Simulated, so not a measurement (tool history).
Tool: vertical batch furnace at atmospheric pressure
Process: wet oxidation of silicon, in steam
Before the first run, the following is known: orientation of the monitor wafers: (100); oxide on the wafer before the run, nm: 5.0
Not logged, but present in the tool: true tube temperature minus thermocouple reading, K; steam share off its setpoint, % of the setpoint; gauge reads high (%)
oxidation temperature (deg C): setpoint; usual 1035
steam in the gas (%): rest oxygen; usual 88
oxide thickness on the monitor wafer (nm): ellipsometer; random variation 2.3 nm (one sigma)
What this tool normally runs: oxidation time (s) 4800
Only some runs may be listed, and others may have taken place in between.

run     day  oxidation temperature (deg C)  oxidation time (s)  steam in the gas (%)  wafers since the last listed run  hours since the last temperature calibration  hours since the steam generator was serviced  hours since the gauge calibration  read-back reference wafer on the same gauge, thickness  oxide thickness on the monitor wafer (nm)
  1   0.000                           1035                4800                    88                                 0                                        2361.2                                         897.1                              465.7                                                  492.93                                     564.04
  2   1.038                           1035                4800                    88                               295                                        2386.1                                         922.0                              490.6                                                  493.16                                     564.18
  3   2.492                           1035                4800                    88                               414                                        2421.0                                         956.9                              525.5                                                  493.11                                     562.30
  4   5.262                           1035                6390                    82                               789                                        2487.5                                        1023.4                              592.0                                                  492.29                                     641.62
  5   7.712                           1035                6390                    82                               698                                        2546.3                                        1082.2                              650.8                                                  493.22                                     638.72
  6  10.612                           1035                6390                    82                               826                                        2615.9                                        1151.8                              720.4                                                  492.57                                     640.12
     13.100  -- thermocouples replaced and temperature profile calibrated
  7  13.121                           1035                4800                    88                               430                                           0.5                                        1212.0                              780.6                                                  492.34                                     560.64
  8  15.417                           1035                4800                    90                               654                                          55.6                                        1267.1                              835.7                                                  492.66                                     570.35
     16.300  -- gauge calibrated
  9  16.958                           1035                4800                    90                               439                                          92.6                                        1304.1                               15.8                                                  493.17                                     566.97
 10  19.100                           1035                4800                    88                               610                                         144.0                                        1355.5                               67.2                                                  493.36                                     561.57
 11  20.512                           1014                6390                    77                               402                                         177.9                                        1389.4                              101.1                                                  493.60                                     545.07
 12  22.196                           1054                3510                    88                               479                                         218.3                                        1429.8                              141.5                                                  492.62                                     513.34
 13  23.954                           1025                7020                    81                               501                                         260.5                                        1472.0                              183.7                                                  493.50                                     635.37
     26.754  -- steam generator serviced
 14  26.775                           1019                4800                    97                               519                                         328.2                                           0.5                              251.4                                                  493.01                                     544.25
 15  28.046                           1021                2670                    97                               362                                         358.7                                          31.0                              281.9                                                  493.10                                     377.30
 16  29.129                           1056                4110                    97                               308                                         384.7                                          57.0                              307.9                                                  493.31                                     609.28
 17  30.762                           1035                4800                    88                               465                                         423.9                                          96.2                              347.1                                                  493.39                                     562.33
 18  33.867                           1035                2760                    92                               884                                         498.4                                         170.7                              421.6                                                  492.77                                     410.02
 19  36.854                           1035                4800                    82                               851                                         570.1                                         242.4                              493.3                                                  493.37                                     535.79
 20  39.225                           1020                6390                    77                               675                                         627.0                                         299.3                              550.2                                                  493.04                                     573.04
 21  40.462                           1035                4800                    88                               352                                         656.7                                         329.0                              579.9                                                  493.35                                     561.69

4 ways to go on from here, each from the tool as it stands after run 21. What would each give?
  A  40.696                           1035                4800                    88                                66                                         662.3                                         334.6                              585.5                                                       ?                                          ?
  B  40.696                           1019                2610                    79                                66                                         662.3                                         334.6                              585.5                                                       ?                                          ?
  C  40.696                           1035                6450                    88                                66                                         662.3                                         334.6                              585.5                                                       ?                                          ?
  D  40.696                           1035                6480                    88                                66                                         662.3                                         334.6                              585.5                                                       ?                                          ?

run  read-back reference wafer on the same gauge, thickness  oxide thickness on the monitor wafer (nm)
  A                                                  493.31                                     561.92
  B                                                  493.31                                     320.38
  C                                                  493.31                                     671.79
  D                                                  493.31                                     673.65
Take away the tool's hidden state, keep each run's random variation, and the runs would have read:
run  oxide thickness on the monitor wafer (nm)
  A                                     561.92
  B                                     320.38
  C                                     671.79
  D                                     673.65

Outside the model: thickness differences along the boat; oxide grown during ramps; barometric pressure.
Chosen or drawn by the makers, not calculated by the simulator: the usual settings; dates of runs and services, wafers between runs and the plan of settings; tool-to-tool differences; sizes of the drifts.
